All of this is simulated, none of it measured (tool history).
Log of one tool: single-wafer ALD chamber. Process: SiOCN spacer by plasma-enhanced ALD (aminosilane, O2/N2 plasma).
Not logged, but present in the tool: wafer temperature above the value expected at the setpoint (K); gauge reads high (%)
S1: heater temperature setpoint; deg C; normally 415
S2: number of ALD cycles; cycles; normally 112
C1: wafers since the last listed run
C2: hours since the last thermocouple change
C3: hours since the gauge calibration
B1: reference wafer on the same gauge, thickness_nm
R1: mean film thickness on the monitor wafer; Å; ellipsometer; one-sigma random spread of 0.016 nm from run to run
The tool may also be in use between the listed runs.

{"run": 1, "hour": 0.0, "S1": 405, "S2": 102, "C1": 0, "C2": 1291.0, "C3": 82.3, "B1": 5.438, "R1": 58.1}
{"run": 2, "hour": 12.2, "S1": 405, "S2": 102, "C1": 34, "C2": 1303.2, "C3": 94.5, "B1": 5.43, "R1": 58.44}
{"run": 3, "hour": 28.8, "S1": 405, "S2": 102, "C1": 47, "C2": 1319.8, "C3": 111.1, "B1": 5.431, "R1": 58.16}
{"run": 4, "hour": 45.5, "S1": 415, "S2": 112, "C1": 47, "C2": 1336.5, "C3": 127.8, "B1": 5.432, "R1": 61.76}
{"run": 5, "hour": 59.0, "S1": 415, "S2": 112, "C1": 38, "C2": 1350.0, "C3": 141.3, "B1": 5.424, "R1": 62.07}
{"run": 6, "hour": 79.4, "S1": 418, "S2": 112, "C1": 58, "C2": 1370.4, "C3": 161.7, "B1": 5.42, "R1": 61.28}
{"run": 7, "hour": 97.2, "S1": 418, "S2": 112, "C1": 50, "C2": 1388.2, "C3": 179.5, "B1": 5.417, "R1": 61.08}
{"run": 8, "hour": 129.8, "S1": 415, "S2": 107, "C1": 92, "C2": 1420.8, "C3": 212.1, "B1": 5.406, "R1": 59.21}
{"run": 9, "hour": 156.7, "S1": 421, "S2": 134, "C1": 76, "C2": 1447.7, "C3": 239.0, "B1": 5.407, "R1": 72.07}
{"run": 10, "hour": 171.9, "S1": 415, "S2": 112, "C1": 43, "C2": 1462.9, "C3": 254.2, "B1": 5.394, "R1": 61.58}
{"run": 11, "hour": 188.5, "S1": 404, "S2": 121, "C1": 47, "C2": 1479.5, "C3": 270.8, "B1": 5.39, "R1": 69.15}
{"hour": 202.2, "done": "thermocouple changed; heater temperature recalibrated"}
{"run": 12, "hour": 202.7, "S1": 424, "S2": 102, "C1": 17, "C2": 0.5, "C3": 285.0, "B1": 5.39, "R1": 54.44}
{"run": 13, "hour": 283.1, "S1": 415, "S2": 93, "C1": 228, "C2": 80.9, "C3": 365.4, "B1": 5.379, "R1": 50.91}
{"hour": 286.5, "done": "gauge calibrated"}
{"run": 14, "hour": 316.9, "S1": 415, "S2": 112, "C1": 96, "C2": 114.7, "C3": 30.4, "B1": 5.408, "R1": 61.82}
{"run": 15, "hour": 343.5, "S1": 408, "S2": 122, "C1": 75, "C2": 141.3, "C3": 57.0, "B1": 5.403, "R1": 68.85}
{"run": 16, "hour": 371.4, "S1": 410, "S2": 126, "C1": 79, "C2": 169.2, "C3": 84.9, "B1": 5.401, "R1": 70.36}

Here are 3 independent what-if runs from the current tool condition. What would each one return?
{"run": "A", "hour": 372.0, "S1": 409, "S2": 112, "C1": 1, "C2": 169.8, "C3": 85.5, "B1": "?", "R1": "?"}
{"run": "B", "hour": 372.0, "S1": 415, "S2": 94, "C1": 1, "C2": 169.8, "C3": 85.5, "B1": "?", "R1": "?"}
{"run": "C", "hour": 372.0, "S1": 415, "S2": 134, "C1": 1, "C2": 169.8, "C3": 85.5, "B1": "?", "R1": "?"}

run=A B1=5.395 R1=62.89
run=B B1=5.395 R1=51.77
run=C B1=5.395 R1=73.81
Without the tool's hidden state the same runs would have given:
run=A R1=63.40
run=B R1=52.19
run=C R1=74.41
